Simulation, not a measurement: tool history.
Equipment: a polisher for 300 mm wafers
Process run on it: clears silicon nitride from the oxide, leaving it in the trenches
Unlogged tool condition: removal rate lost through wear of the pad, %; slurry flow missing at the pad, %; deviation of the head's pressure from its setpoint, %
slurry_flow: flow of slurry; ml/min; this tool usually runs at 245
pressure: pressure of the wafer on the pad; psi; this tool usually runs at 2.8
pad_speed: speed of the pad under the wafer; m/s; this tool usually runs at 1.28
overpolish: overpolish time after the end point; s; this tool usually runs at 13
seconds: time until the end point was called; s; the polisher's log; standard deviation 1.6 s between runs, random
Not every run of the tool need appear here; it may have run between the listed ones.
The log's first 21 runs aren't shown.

run	hour	slurry_flow	pressure	pad_speed	overpolish	wafers since the last listed run	wafers polished on this pad	hours since the slurry nozzle was cleaned	hours since the head pressure was calibrated	incoming thickness of the incoming film, nm	seconds
22	526.2	215	1.9	1.04	10	158	1159	130.7	174.7	169.3	349.3
23	550.3	265	2.8	1.28	20	203	1362	154.8	198.8	169.6	190
# hour 558.7: worn pad replaced by a new one
24	586	300	2	1.28	19	267	230	190.5	234.5	173	253.3
25	602.6	245	2.3	1.52	13	140	371	207.1	251.1	167.1	187
26	634.1	245	2.8	1.28	13	266	637	238.6	282.6	172.5	192.5
# hour 665.2: head pressure recalibrated
27	669.9	305	2.8	0.88	13	285	922	274.4	4.7	169.6	257.5
28	702.1	245	2.8	1.28	13	272	1194	306.6	36.9	170.6	183.5
# hour 732.7: worn pad replaced by a new one
29	801.3	245	2.8	1.28	13	804	579	405.8	136.1	170	185.7
30	846.6	275	2.8	1.28	13	382	962	451.1	181.4	169.3	186.1
31	868.9	220	2.8	0.98	13	188	1150	473.4	203.7	169.1	252.3

Below are 5 alternative next runs, each starting from the tool's condition after run 31. Predict each:
A	869.4	245	2.8	1.28	13	4	1155	473.9	204.2	170	?
B	869.4	290	2.8	1.28	20	4	1155	473.9	204.2	170	?
C	869.4	210	3.4	1.04	20	4	1155	473.9	204.2	170	?
D	869.4	295	1.9	1.58	9	4	1155	473.9	204.2	170	?
E	869.4	310	3.2	1.28	13	4	1155	473.9	204.2	170	?

run	seconds
A	188.9
B	185.5
C	196.4
D	218.1
E	161.9
Without the tool's hidden state the same runs would have given:
run	seconds
A	162.8
B	159.8
C	169.2
D	187.9
E	139.5
